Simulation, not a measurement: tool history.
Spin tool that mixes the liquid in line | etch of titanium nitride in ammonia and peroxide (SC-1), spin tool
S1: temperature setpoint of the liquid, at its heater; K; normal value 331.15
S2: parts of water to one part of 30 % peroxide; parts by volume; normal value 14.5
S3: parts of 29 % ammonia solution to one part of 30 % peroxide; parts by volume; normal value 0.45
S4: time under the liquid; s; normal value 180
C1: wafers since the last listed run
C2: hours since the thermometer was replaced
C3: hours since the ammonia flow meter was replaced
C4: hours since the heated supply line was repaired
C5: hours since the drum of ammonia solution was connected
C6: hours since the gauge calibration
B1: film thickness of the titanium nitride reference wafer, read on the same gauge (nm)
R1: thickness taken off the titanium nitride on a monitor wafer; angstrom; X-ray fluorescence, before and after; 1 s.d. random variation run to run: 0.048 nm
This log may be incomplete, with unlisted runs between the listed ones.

{"run": 1, "day": 0.0, "S1": 331.15, "S2": 14.5, "S3": 0.45, "S4": 180, "C1": 0, "C2": 1431.4, "C3": 972.5, "C4": 2850.5, "C5": 82.2, "C6": 74.7, "B1": 110.04, "R1": 133.3}
{"run": 2, "day": 0.608, "S1": 331.15, "S2": 14.5, "S3": 0.45, "S4": 180, "C1": 65, "C2": 1446, "C3": 987.1, "C4": 2865.1, "C5": 96.8, "C6": 89.3, "B1": 109.96, "R1": 133.4}
{"run": 3, "day": 1.342, "S1": 331.15, "S2": 14.5, "S3": 0.45, "S4": 180, "C1": 78, "C2": 1463.6, "C3": 1004.7, "C4": 2882.7, "C5": 114.4, "C6": 106.9, "B1": 110.05, "R1": 133.8}
{"run": 4, "day": 1.746, "S1": 331.15, "S2": 17, "S3": 0.45, "S4": 180, "C1": 43, "C2": 1473.3, "C3": 1014.4, "C4": 2892.4, "C5": 124.1, "C6": 116.6, "B1": 110, "R1": 122.4}
{"run": 5, "day": 2.058, "S1": 331.15, "S2": 17, "S3": 0.45, "S4": 180, "C1": 33, "C2": 1480.8, "C3": 1021.9, "C4": 2899.9, "C5": 131.6, "C6": 124.1, "B1": 109.97, "R1": 122.5}
{"run": 6, "day": 2.775, "S1": 331.15, "S2": 17, "S3": 0.45, "S4": 180, "C1": 76, "C2": 1498, "C3": 1039.1, "C4": 2917.1, "C5": 148.8, "C6": 141.3, "B1": 110.01, "R1": 122.2}
{"run": 7, "day": 3.454, "S1": 331.15, "S2": 14.5, "S3": 0.45, "S4": 180, "C1": 72, "C2": 1514.3, "C3": 1055.4, "C4": 2933.4, "C5": 165.1, "C6": 157.6, "B1": 109.96, "R1": 134.3}
{"run": 8, "day": 3.767, "S1": 331.15, "S2": 14.5, "S3": 0.45, "S4": 180, "C1": 33, "C2": 1521.8, "C3": 1062.9, "C4": 2940.9, "C5": 172.6, "C6": 165.1, "B1": 110.03, "R1": 134.2}
{"day": 3.9, "done": "ammonia flow meter replaced"}
{"run": 9, "day": 4.317, "S1": 331.15, "S2": 14.5, "S3": 0.45, "S4": 180, "C1": 54, "C2": 1535, "C3": 10, "C4": 2954.1, "C5": 185.8, "C6": 178.3, "B1": 110, "R1": 133.7}
{"day": 4.525, "done": "thermometer replaced"}
{"run": 10, "day": 4.592, "S1": 327.65, "S2": 14.5, "S3": 0.45, "S4": 260, "C1": 24, "C2": 1.6, "C3": 16.6, "C4": 2960.7, "C5": 192.4, "C6": 184.9, "B1": 109.99, "R1": 132.8}
{"day": 4.675, "done": "gauge calibrated"}
{"day": 4.712, "done": "heated supply line repaired"}
{"day": 5.071, "done": "new drum of ammonia solution connected"}
{"run": 11, "day": 5.275, "S1": 335.65, "S2": 14.5, "S3": 0.3, "S4": 110, "C1": 64, "C2": 18, "C3": 33, "C4": 13.5, "C5": 4.9, "C6": 14.4, "B1": 110.01, "R1": 88.9}
{"run": 12, "day": 5.762, "S1": 331.15, "S2": 10.5, "S3": 0.5, "S4": 95, "C1": 52, "C2": 29.7, "C3": 44.7, "C4": 25.2, "C5": 16.6, "C6": 26.1, "B1": 109.99, "R1": 74.9}
{"run": 13, "day": 6.433, "S1": 331.15, "S2": 10.5, "S3": 0.45, "S4": 285, "C1": 71, "C2": 45.8, "C3": 60.8, "C4": 41.3, "C5": 32.7, "C6": 42.2, "B1": 110.01, "R1": 222.2}
{"run": 14, "day": 6.921, "S1": 338.65, "S2": 10.5, "S3": 0.6, "S4": 145, "C1": 52, "C2": 57.5, "C3": 72.5, "C4": 53, "C5": 44.4, "C6": 53.9, "B1": 109.97, "R1": 191.4}
{"run": 15, "day": 7.346, "S1": 324.15, "S2": 14.5, "S3": 0.55, "S4": 265, "C1": 45, "C2": 67.7, "C3": 82.7, "C4": 63.2, "C5": 54.6, "C6": 64.1, "B1": 110, "R1": 111.6}
{"run": 16, "day": 7.829, "S1": 331.15, "S2": 14.5, "S3": 0.45, "S4": 180, "C1": 51, "C2": 79.3, "C3": 94.3, "C4": 74.8, "C5": 66.2, "C6": 75.7, "B1": 110.02, "R1": 117.1}
{"run": 17, "day": 8.179, "S1": 341.15, "S2": 8.5, "S3": 0.65, "S4": 215, "C1": 37, "C2": 87.7, "C3": 102.7, "C4": 83.2, "C5": 74.6, "C6": 84.1, "B1": 110.02, "R1": 381}

Run 18, settings as shown, results not yet in. Your forecast:
{"run": 18, "day": 8.646, "S1": 331.15, "S2": 14.5, "S3": 0.45, "S4": 180, "C1": 49, "C2": 98.9, "C3": 113.9, "C4": 94.4, "C5": 85.8, "C6": 95.3, "B1": "?", "R1": "?"}

B1: 109.96
R1: 117.2 angstrom
With the hidden condition absent and the run-to-run variation left alone, this run would have shown R1 112.6 angstrom.
